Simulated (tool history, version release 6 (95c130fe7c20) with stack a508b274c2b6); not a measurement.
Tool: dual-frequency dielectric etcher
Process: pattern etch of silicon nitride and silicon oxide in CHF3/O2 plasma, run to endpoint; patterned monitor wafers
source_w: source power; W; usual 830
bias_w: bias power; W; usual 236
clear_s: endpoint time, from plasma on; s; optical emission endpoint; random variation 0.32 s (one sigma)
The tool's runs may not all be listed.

run    hour  source_w  bias_w  incoming incoming film thickness, nm  clear_s
  1       0       830     196                                 151.8     87.4
  2    61.3       830     196                                 152.4     88.4
  3   136.1       660     236                                   151     88.3
      248.6  -- wet clean of the chamber
  4   249.1       660     236                                 152.8     89.5
  5   338.6       830     210                                 153.4     85.5
  6   411.1       830     210                                 152.5     85.4
  7   476.4       830     210                                 154.5     86.3
  8   555.6       930     272                                 150.8     70.3
  9   652.7       930     272                                 152.9     71.2
 10   734.2       830     236                                 154.2     80.9
 11   784.5       830     199                                 152.7     87.4
      898.4  -- wet clean of the chamber
 12     984       830     199                                 152.2     87.7
 13  1065.5       680     236                                   152     88.1
 14  1145.5       680     236                                 152.6     88.2
 15  1213.2       680     236                                   153     88.4
     1411.8  -- upper electrode replaced
     1471.9  -- wet clean of the chamber
 16  1473.3       830     236                                 151.8     80.1
 17    1549       830     236                                 153.7     81.6
 18  1740.8       640     271                                 151.6       84
 19  1806.6      1020     293                                 152.3     66.3
     1826.2  -- bias power generator calibrated
 20  1905.3       700     271                                 152.6     83.8
     2047.7  -- wet clean of the chamber
 21  2148.1       830     236                                 153.1     82.4
 22  2200.7       830     236                                 150.1     80.8
 23  2252.5       650     236                                 151.5     92.2
 24  2311.1       700     293                                   152       80
     2387.3  -- source power generator calibrated
 25  2394.9       880     236                                 152.2     79.5
 26  2465.6      1000     254                                   153     72.4
 27  2509.8       740     252                                 151.2     81.7
 28  2546.4       660     198                                   152     98.6
 29  2605.8      1030     236                                 152.6     73.6
     2664.4  -- wet clean of the chamber
 30  2700.9       700     271                                 152.5     81.5
 31  2989.6       830     236                                 151.7     80.6
 32  3073.5      1020     207                                 153.8     79.7
 33  3150.9      1020     215                                 150.8     76.9

Measured less the same run without the tool's hidden state. The same run-to-run variation is in both; the gauge's scatter may not be:
The hidden state here: etch rate over this chamber's usual, %; source power that arrives over what is set, %; bias power that arrives over what is set, %.
run  clear_s
  1     -1.6
  2     -1.6
  3     -1.8
  4     -1.7
  5     -1.6
  6     -1.6
  7     -1.6
  8     -1.4
  9     -1.5
 10     -1.5
 11     -1.6
 12     -1.5
 13     -1.6
 14     -1.6
 15     -1.6
 16     -1.3
 17     -1.3
 18     -1.3
 19       -1
 20     +0.7
 21     +0.5
 22     +0.6
 23     +0.5
 24     +0.4
 25     -0.3
 26     -0.4
 27     -0.6
 28     -0.6
 29     -0.5
 30     -0.7
 31     -0.8
 32     -0.8
 33     -0.8

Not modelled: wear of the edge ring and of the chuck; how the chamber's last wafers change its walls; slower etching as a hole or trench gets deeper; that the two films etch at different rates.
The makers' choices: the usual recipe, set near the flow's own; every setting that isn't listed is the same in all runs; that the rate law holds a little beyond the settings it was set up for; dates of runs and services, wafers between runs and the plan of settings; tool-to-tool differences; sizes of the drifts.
